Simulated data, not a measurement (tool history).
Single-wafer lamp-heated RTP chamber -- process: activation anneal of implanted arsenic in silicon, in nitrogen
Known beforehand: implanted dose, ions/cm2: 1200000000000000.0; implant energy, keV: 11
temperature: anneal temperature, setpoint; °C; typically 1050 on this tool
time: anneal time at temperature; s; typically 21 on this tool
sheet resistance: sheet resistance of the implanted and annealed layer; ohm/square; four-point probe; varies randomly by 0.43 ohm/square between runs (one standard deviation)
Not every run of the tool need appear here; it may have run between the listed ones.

run   hour  temperature  time  read-back reference wafer on the same gauge, sheet resistance  sheet resistance
  1    0.0         1061    21                                                          92.97             95.93
  2   15.2         1061    21                                                          92.88             97.02
  3   25.3         1061    21                                                          93.01             96.45
  4   38.3         1065    21                                                          93.00             95.95
  5   56.1         1050    21                                                          92.95             99.78
  6   69.2         1050    21                                                          92.97             99.77
  7   82.0         1050    21                                                          92.79             99.16
      94.6  -- reflector plate cleaned
  8   95.1         1041    21                                                          93.01            102.68
  9  102.2         1024    32                                                          93.11            101.66

What does the tool deliver on the next run?
 10  114.4         1022    33                                                              ?                 ?

{"run 10": {"read-back reference wafer on the same gauge, sheet resistance": 93.08, "sheet resistance": 102.69}}
The same run, on a tool lacking any hidden state, would have yielded sheet resistance 108.34 ohm/square.
